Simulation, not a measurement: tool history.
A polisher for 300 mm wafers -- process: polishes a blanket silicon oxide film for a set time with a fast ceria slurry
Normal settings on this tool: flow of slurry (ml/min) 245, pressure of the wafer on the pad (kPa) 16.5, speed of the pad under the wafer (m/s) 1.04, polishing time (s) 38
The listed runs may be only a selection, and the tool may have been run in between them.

run	hour	flow of slurry (ml/min)	pressure of the wafer on the pad (kPa)	speed of the pad under the wafer (m/s)	polishing time (s)	wafers since the last listed run	wafers polished on this pad	hours since the slurry nozzle was cleaned	hours since the head pressure was calibrated	incoming thickness of the incoming film, nm	film removed (Å)
1	0	245	16.5	0.96	38	0	1027	462.4	577.8	1489.6	4190
2	21.9	245	16.5	1.04	34	210	1237	484.3	599.7	1523.5	4056
3	52.5	245	16.5	1.04	34	293	1531	514.9	630.3	1510.1	3900
4	85.6	245	20.7	1.04	38	317	1848	548	663.4	1482.7	5396
# hour 91.9: worn pad replaced by a new one
5	118.4	245	16.5	1.04	38	276	254	580.8	696.2	1521.8	4721
6	141.3	245	16.5	1.04	38	219	473	603.7	719.1	1490.5	4688
7	171.5	245	16.5	1.04	38	289	763	633.9	749.3	1481.4	4691
8	206.2	245	16.5	1.04	45	332	1096	668.6	784	1515.5	5498
# hour 225.1: slurry nozzle cleaned
9	239	245	16.5	1.04	45	305	1401	13.9	816.8	1531.2	5306
10	254.2	245	17.9	1.04	38	145	1547	29.1	832	1502.7	5051
11	277.5	245	17.9	1.04	38	223	1771	52.4	855.3	1505.2	4979
# hour 290.3: worn pad replaced by a new one
12	293	245	17.9	1.04	38	110	25	67.9	870.8	1498.6	5311
13	308.9	180	19.3	1.04	38	152	178	83.8	886.7	1517.1	5403
14	339.5	180	19.3	1.04	38	293	472	114.4	917.3	1498.6	5492
15	369.5	180	19.3	1.04	38	287	759	144.4	947.3	1507.5	5392
16	396.3	160	13.1	1.04	33	257	1017	171.2	974.1	1506.8	3126
17	415.6	245	13.8	1.32	38	185	1202	190.5	993.4	1535	4830
18	438	245	16.5	1.36	34	214	1417	212.9	1015.8	1506.9	5296
19	453.7	245	16.5	1.04	38	150	1567	228.6	1031.5	1536.2	4528
20	479.5	185	16.5	1.26	30	247	1815	254.4	1057.3	1489.1	4111
21	503.1	245	16.5	1.04	38	226	2041	278	1080.9	1477.9	4570
22	517	245	13.1	1.04	38	133	2175	291.9	1094.8	1504.9	3618
# hour 541.5: worn pad replaced by a new one
23	544.2	180	16.5	1.04	38	222	25	319.1	1122	1527	4820
24	557.9	245	16.5	1.04	38	131	157	332.8	1135.7	1507.6	4903
25	592.2	245	16.5	1.04	38	329	486	367.1	1170	1503	4950
26	606.3	245	16.5	1.34	38	135	621	381.2	1184.1	1510.4	6211
# hour 620.3: head pressure recalibrated
27	639	245	16.5	0.84	38	294	916	413.9	18.7	1532.6	3518
28	673	170	11.7	1.32	49	326	1242	447.9	52.7	1482.9	4558
29	700	330	16.5	1.04	38	259	1501	474.9	79.7	1510.8	4273
30	725	245	19.3	1.04	38	239	1741	499.9	104.7	1505.2	4935
31	738.3	270	11.7	1.16	38	127	1868	513.2	118	1523.9	3238
# hour 765.9: worn pad replaced by a new one
32	766.5	245	16.5	1.04	38	232	5	541.4	146.2	1508.2	4513
33	796	245	11.7	1.04	38	283	288	570.9	175.7	1502.7	3112
34	818.8	245	16.5	1.04	38	218	507	593.7	198.5	1514.8	4325
35	836.1	245	16.5	1.04	38	165	673	611	215.8	1516.2	4346
36	853.9	245	16.5	1.22	38	170	844	628.8	233.6	1511.3	4999
37	874.8	245	16.5	1.04	38	200	1044	649.7	254.5	1502.4	4395
38	909.3	245	16.5	1.3	47	331	1375	684.2	289	1514.2	6385

Entry by entry between the runs, the difference in hidden state between the last listed run before and the first listed run after:
Logged between run 4 and run 5: worn pad replaced by a new one (hour 91.9)
  removal rate lost through wear of the pad, %: 8.38 -> 2.12; deviation of the head's pressure from its setpoint, %: 7.74 -> 8.11
  measured less the result without the state, film removed (Å): -70 -> +260
Logged between run 8 and run 9: slurry nozzle cleaned (hour 225.1)
  removal rate lost through wear of the pad, %: 5.58 -> 6.87; deviation of the head's pressure from its setpoint, %: 9.09 -> 9.46
  measured less the result without the state, film removed (Å): +160 -> +101
Logged between run 11 and run 12: worn pad replaced by a new one (hour 290.3)
  removal rate lost through wear of the pad, %: 8.38 -> 0.788; deviation of the head's pressure from its setpoint, %: 9.89 -> 10.1
  measured less the result without the state, film removed (Å): +34 -> +447
Logged between run 22 and run 23: worn pad replaced by a new one (hour 541.5)
  removal rate lost through wear of the pad, %: 9.61 -> 0.812; deviation of the head's pressure from its setpoint, %: 12.6 -> 12.9
  measured less the result without the state, film removed (Å): +63 -> +515
Logged between run 26 and run 27: head pressure recalibrated (hour 620.3)
  removal rate lost through wear of the pad, %: 3.26 -> 4.54; deviation of the head's pressure from its setpoint, %: 13.6 -> 0.217
  measured less the result without the state, film removed (Å): +558 -> -159
Logged between run 31 and run 32: worn pad replaced by a new one (hour 765.9)
  removal rate lost through wear of the pad, %: 8.45 -> 1.48; deviation of the head's pressure from its setpoint, %: 1.33 -> 1.64
  measured less the result without the state, film removed (Å): -253 -> +6

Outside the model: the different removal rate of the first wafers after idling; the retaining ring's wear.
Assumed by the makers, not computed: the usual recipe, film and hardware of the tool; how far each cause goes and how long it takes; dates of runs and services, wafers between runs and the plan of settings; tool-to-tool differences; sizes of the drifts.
